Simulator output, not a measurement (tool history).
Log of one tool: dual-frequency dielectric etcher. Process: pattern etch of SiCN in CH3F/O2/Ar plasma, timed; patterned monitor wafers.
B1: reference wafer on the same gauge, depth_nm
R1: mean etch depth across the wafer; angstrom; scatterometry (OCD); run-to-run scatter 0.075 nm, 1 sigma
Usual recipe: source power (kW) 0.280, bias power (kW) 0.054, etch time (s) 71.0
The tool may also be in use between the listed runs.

{"run": 1, "day": 0.0, "source power (kW)": 0.28, "bias power (kW)": 0.054, "etch time (s)": 71.0, "B1": 23.88, "R1": 203.9}
{"run": 2, "day": 2.004, "source power (kW)": 0.28, "bias power (kW)": 0.054, "etch time (s)": 71.0, "B1": 23.93, "R1": 202.5}
{"run": 3, "day": 3.367, "source power (kW)": 0.28, "bias power (kW)": 0.054, "etch time (s)": 71.0, "B1": 23.94, "R1": 202.7}
{"run": 4, "day": 5.921, "source power (kW)": 0.28, "bias power (kW)": 0.054, "etch time (s)": 71.0, "B1": 23.86, "R1": 203.8}
{"run": 5, "day": 8.788, "source power (kW)": 0.28, "bias power (kW)": 0.054, "etch time (s)": 71.0, "B1": 23.9, "R1": 204.0}
{"run": 6, "day": 10.912, "source power (kW)": 0.28, "bias power (kW)": 0.054, "etch time (s)": 71.0, "B1": 23.96, "R1": 205.2}
{"run": 7, "day": 13.45, "source power (kW)": 0.28, "bias power (kW)": 0.054, "etch time (s)": 65.0, "B1": 23.93, "R1": 188.2}
{"run": 8, "day": 14.588, "source power (kW)": 0.28, "bias power (kW)": 0.054, "etch time (s)": 65.0, "B1": 23.96, "R1": 187.5}
{"day": 15.604, "done": "source power generator calibrated"}
{"run": 9, "day": 16.717, "source power (kW)": 0.32, "bias power (kW)": 0.054, "etch time (s)": 71.0, "B1": 23.91, "R1": 212.4}
{"day": 19.446, "done": "gauge calibrated"}
{"run": 10, "day": 19.671, "source power (kW)": 0.28, "bias power (kW)": 0.054, "etch time (s)": 71.0, "B1": 23.95, "R1": 201.7}
{"day": 20.696, "done": "wet clean of the chamber"}
{"run": 11, "day": 21.5, "source power (kW)": 0.28, "bias power (kW)": 0.054, "etch time (s)": 71.0, "B1": 23.85, "R1": 199.6}
{"run": 12, "day": 22.696, "source power (kW)": 0.28, "bias power (kW)": 0.054, "etch time (s)": 59.0, "B1": 23.91, "R1": 167.5}
{"day": 25.754, "done": "upper electrode replaced, of another model than before"}
{"run": 13, "day": 25.775, "source power (kW)": 0.28, "bias power (kW)": 0.054, "etch time (s)": 71.0, "B1": 23.91, "R1": 200.6}
{"run": 14, "day": 26.762, "source power (kW)": 0.28, "bias power (kW)": 0.041, "etch time (s)": 71.0, "B1": 23.92, "R1": 165.9}
{"run": 15, "day": 35.325, "source power (kW)": 0.23, "bias power (kW)": 0.063, "etch time (s)": 87.5, "B1": 23.88, "R1": 237.0}
{"run": 16, "day": 37.112, "source power (kW)": 0.28, "bias power (kW)": 0.054, "etch time (s)": 65.5, "B1": 23.96, "R1": 186.6}
{"day": 38.958, "done": "bias power generator calibrated"}
{"run": 17, "day": 39.012, "source power (kW)": 0.3, "bias power (kW)": 0.054, "etch time (s)": 90.0, "B1": 23.86, "R1": 267.8}
{"day": 40.508, "done": "wet clean of the chamber"}
{"run": 18, "day": 41.8, "source power (kW)": 0.26, "bias power (kW)": 0.054, "etch time (s)": 71.0, "B1": 23.86, "R1": 192.3}

For run 19, what comes out?
{"run": 19, "day": 43.879, "source power (kW)": 0.28, "bias power (kW)": 0.054, "etch time (s)": 65.5, "B1": "?", "R1": "?"}

{"run 19": {"B1": 23.9, "R1": 186.9}}
Minus the tool's unlogged condition, the same run would have read R1 185.6 angstrom.

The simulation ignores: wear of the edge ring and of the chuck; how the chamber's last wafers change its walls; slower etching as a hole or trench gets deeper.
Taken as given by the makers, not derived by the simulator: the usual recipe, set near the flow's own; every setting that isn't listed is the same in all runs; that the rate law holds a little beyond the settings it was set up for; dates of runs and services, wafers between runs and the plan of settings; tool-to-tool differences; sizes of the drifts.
